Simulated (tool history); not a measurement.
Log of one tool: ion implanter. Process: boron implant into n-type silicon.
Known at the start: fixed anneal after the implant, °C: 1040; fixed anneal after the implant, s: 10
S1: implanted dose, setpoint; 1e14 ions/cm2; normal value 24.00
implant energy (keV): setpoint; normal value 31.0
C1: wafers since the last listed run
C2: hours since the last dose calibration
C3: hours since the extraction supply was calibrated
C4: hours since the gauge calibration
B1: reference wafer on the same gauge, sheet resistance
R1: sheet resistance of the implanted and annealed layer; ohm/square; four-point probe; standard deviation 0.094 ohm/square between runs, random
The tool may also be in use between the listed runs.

run 1 day=0.000 | S1=24.00 implant_energy_(keV)=31.0 | C1=0 C2=1073.5 C3=2047.8 C4=132.9 | B1=51.00 | R1=53.99
run 2 day=0.454 | S1=29.15 implant_energy_(keV)=31.0 | C1=217 C2=1084.4 C3=2058.7 C4=143.8 | B1=51.01 | R1=47.85
run 3 day=1.038 | S1=29.15 implant_energy_(keV)=31.0 | C1=279 C2=1098.4 C3=2072.7 C4=157.8 | B1=50.99 | R1=47.74
run 4 day=1.588 | S1=28.25 implant_energy_(keV)=31.0 | C1=263 C2=1111.6 C3=2085.9 C4=171.0 | B1=50.97 | R1=48.55
run 5 day=2.329 | S1=28.25 implant_energy_(keV)=31.0 | C1=355 C2=1129.4 C3=2103.7 C4=188.8 | B1=51.00 | R1=48.61
run 6 day=2.904 | S1=28.08 implant_energy_(keV)=31.0 | C1=275 C2=1143.2 C3=2117.5 C4=202.6 | B1=51.01 | R1=48.88
run 7 day=3.288 | S1=24.00 implant_energy_(keV)=31.0 | C1=183 C2=1152.4 C3=2126.7 C4=211.8 | B1=51.00 | R1=53.96
-- day=3.817 extraction supply calibrated
run 8 day=3.838 | S1=24.00 implant_energy_(keV)=31.0 | C1=103 C2=1165.6 C3=0.5 C4=225.0 | B1=51.01 | R1=54.06
run 9 day=3.962 | S1=24.00 implant_energy_(keV)=31.0 | C1=59 C2=1168.6 C3=3.5 C4=228.0 | B1=51.01 | R1=54.02
-- day=4.829 Faraday cup replaced and dose calibrated
run 10 day=4.850 | S1=24.00 implant_energy_(keV)=24.5 | C1=265 C2=0.5 C3=24.8 C4=249.3 | B1=51.01 | R1=53.29
run 11 day=5.267 | S1=24.00 implant_energy_(keV)=24.5 | C1=199 C2=10.5 C3=34.8 C4=259.3 | B1=51.01 | R1=53.27
run 12 day=5.692 | S1=24.00 implant_energy_(keV)=31.0 | C1=203 C2=20.7 C3=45.0 C4=269.5 | B1=51.02 | R1=50.45
-- day=5.738 gauge calibrated
run 13 day=6.008 | S1=24.00 implant_energy_(keV)=31.0 | C1=151 C2=28.3 C3=52.6 C4=6.5 | B1=51.01 | R1=50.55
run 14 day=6.646 | S1=30.92 implant_energy_(keV)=38.5 | C1=305 C2=43.6 C3=67.9 C4=21.8 | B1=51.02 | R1=41.58
run 15 day=7.038 | S1=28.35 implant_energy_(keV)=39.0 | C1=187 C2=53.0 C3=77.3 C4=31.2 | B1=51.00 | R1=43.55
-- day=7.554 Faraday cup replaced and dose calibrated, repeated, since the last time left the tool worse
run 16 day=7.721 | S1=24.00 implant_energy_(keV)=36.5 | C1=167 C2=4.0 C3=93.7 C4=47.6 | B1=51.01 | R1=50.97
run 17 day=8.275 | S1=29.15 implant_energy_(keV)=31.0 | C1=265 C2=17.3 C3=107.0 C4=60.9 | B1=51.00 | R1=46.75
run 18 day=8.604 | S1=20.57 implant_energy_(keV)=37.0 | C1=157 C2=25.2 C3=114.9 C4=68.8 | B1=51.03 | R1=57.27
run 19 day=9.083 | S1=24.00 implant_energy_(keV)=38.5 | C1=229 C2=36.7 C3=126.4 C4=80.3 | B1=51.01 | R1=50.82
run 20 day=9.775 | S1=24.00 implant_energy_(keV)=34.5 | C1=331 C2=53.3 C3=143.0 C4=96.9 | B1=50.98 | R1=51.71
run 21 day=10.333 | S1=18.77 implant_energy_(keV)=22.5 | C1=267 C2=66.7 C3=156.4 C4=110.3 | B1=51.00 | R1=65.82
run 22 day=10.908 | S1=20.01 implant_energy_(keV)=39.5 | C1=275 C2=80.5 C3=170.2 C4=124.1 | B1=50.99 | R1=58.28
run 23 day=11.504 | S1=28.70 implant_energy_(keV)=39.5 | C1=285 C2=94.8 C3=184.5 C4=138.4 | B1=51.00 | R1=44.87
run 24 day=12.125 | S1=29.09 implant_energy_(keV)=20.0 | C1=297 C2=109.7 C3=199.4 C4=153.3 | B1=51.02 | R1=53.77

4 options for the next run, each taken on its own from the tool as it stands now. Forecast them:
run A day=12.142 | S1=24.00 implant_energy_(keV)=35.0 | C1=7 C2=110.1 C3=199.8 C4=153.7 | B1=? | R1=?
run B day=12.142 | S1=22.17 implant_energy_(keV)=37.0 | C1=7 C2=110.1 C3=199.8 C4=153.7 | B1=? | R1=?
run C day=12.142 | S1=18.40 implant_energy_(keV)=34.0 | C1=7 C2=110.1 C3=199.8 C4=153.7 | B1=? | R1=?
run D day=12.142 | S1=24.00 implant_energy_(keV)=27.0 | C1=7 C2=110.1 C3=199.8 C4=153.7 | B1=? | R1=?

run=A B1=51.00 R1=51.61
run=B B1=51.00 R1=54.24
run=C B1=51.00 R1=63.26
run=D B1=51.00 R1=54.12
Stripped of hidden state, with their random variation kept, the same runs would have yielded:
run=A R1=51.31
run=B R1=53.90
run=C R1=62.84
run=D R1=53.85
